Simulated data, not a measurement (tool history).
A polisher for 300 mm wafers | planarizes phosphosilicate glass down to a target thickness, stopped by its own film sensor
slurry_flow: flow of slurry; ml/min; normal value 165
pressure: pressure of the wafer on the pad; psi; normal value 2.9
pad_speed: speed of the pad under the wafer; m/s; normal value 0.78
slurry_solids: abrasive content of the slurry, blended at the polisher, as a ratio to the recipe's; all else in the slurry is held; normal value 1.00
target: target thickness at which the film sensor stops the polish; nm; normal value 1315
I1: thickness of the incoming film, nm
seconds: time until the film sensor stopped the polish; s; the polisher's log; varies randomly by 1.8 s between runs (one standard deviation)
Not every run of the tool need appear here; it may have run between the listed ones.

Run 1, hour 0.0: usual settings; I1 2232.1. Result: seconds 105.5 s.
Run 2, hour 7.2: usual settings; I1 2227.3. Result: seconds 105.7 s.
At hour 12.7: slurry nozzle cleaned.
Run 3, hour 17.4: usual settings but pressure 3.1 psi, slurry_solids 0.85; I1 2168.7. Result: seconds 98.9 s.
Run 4, hour 67.7: usual settings but pressure 3.1 psi, slurry_solids 0.85; I1 2161.4. Result: seconds 97.6 s.
Run 5, hour 82.9: usual settings; I1 2179.3. Result: seconds 102.1 s.
At hour 86.2: conditioning disc replaced and pad reconditioned.
Run 6, hour 90.2: usual settings but slurry_solids 0.75; I1 2191.8. Result: seconds 113.8 s.
Run 7, hour 97.5: usual settings but target 1522 nm; I1 2200.9. Result: seconds 79.5 s.
Run 8, hour 105.6: usual settings; I1 2225.0. Result: seconds 105.0 s.
At hour 116.4: slurry blender recalibrated.
Run 9, hour 116.9: usual settings but slurry_solids 0.85, target 1175 nm; I1 2199.8. Result: seconds 123.2 s.
At hour 122.0: worn pad replaced by a new one.
Run 10, hour 130.3: usual settings but slurry_flow 220 ml/min; I1 2139.1. Result: seconds 91.2 s.
Run 11, hour 138.3: usual settings but pressure 2.5 psi, slurry_solids 1.15, target 1091 nm; I1 2185.8. Result: seconds 142.1 s.
Run 12, hour 146.2: usual settings but slurry_solids 1.25, target 1562 nm; I1 2193.3. Result: seconds 69.4 s.
Run 13, hour 155.2: usual settings but pressure 2.0 psi; I1 2196.3. Result: seconds 148.7 s.
Run 14, hour 166.2: usual settings but slurry_flow 215 ml/min, pressure 2.5 psi; I1 2142.1. Result: seconds 111.9 s.
Run 15, hour 174.8: usual settings but target 1522 nm; I1 2170.8. Result: seconds 76.7 s.
At hour 189.2: head pressure recalibrated.
Run 16, hour 189.7: usual settings; I1 2224.6. Result: seconds 119.4 s.
Run 17, hour 205.1: usual settings but slurry_solids 1.10; I1 2177.7. Result: seconds 107.4 s.
At hour 216.0: worn pad replaced by a new one.
Run 18, hour 219.9: usual settings; I1 2152.6. Result: seconds 108.8 s.
Run 19, hour 230.1: usual settings but pressure 3.1 psi, slurry_solids 0.85; I1 2208.7. Result: seconds 112.3 s.
Run 20, hour 243.5: usual settings but pressure 3.9 psi, slurry_solids 0.80, target 1235 nm; I1 2192.0. Result: seconds 97.1 s.
Run 21, hour 252.7: usual settings but slurry_flow 150 ml/min, pressure 3.7 psi; I1 2189.0. Result: seconds 87.9 s.
Run 22, hour 267.2: usual settings but target 1536 nm; I1 2204.9. Result: seconds 85.5 s.
At hour 274.1: slurry blender recalibrated.
Run 23, hour 280.3: usual settings; I1 2219.6. Result: seconds 112.8 s.
Run 24, hour 294.9: usual settings but slurry_flow 220 ml/min, target 1203 nm; I1 2180.4. Result: seconds 119.2 s.
Run 25, hour 307.8: usual settings; I1 2158.1. Result: seconds 106.1 s.
Run 26, hour 322.7: usual settings but target 1433 nm; I1 2196.9. Result: seconds 94.4 s.

Alternative continuations, all from the tool just after run 26; predict every row:
Run A, hour 323.2: usual settings; I1 2177.3. Result: seconds ?.
Run B, hour 323.2: usual settings but slurry_flow 125 ml/min, pad_speed 0.62 m/s, slurry_solids 0.80, target 1445 nm; I1 2177.3. Result: seconds ?.
Run C, hour 323.2: usual settings but slurry_solids 1.10, target 1149 nm; I1 2177.3. Result: seconds ?.
Run D, hour 323.2: usual settings but slurry_solids 0.75, target 1440 nm; I1 2177.3. Result: seconds ?.

run  seconds
  A    106.7
  B    121.5
  C    123.3
  D    100.4
Had the tool no hidden state, the same runs would have come out as:
run  seconds
  A    112.1
  B    127.7
  C    129.6
  D    105.5
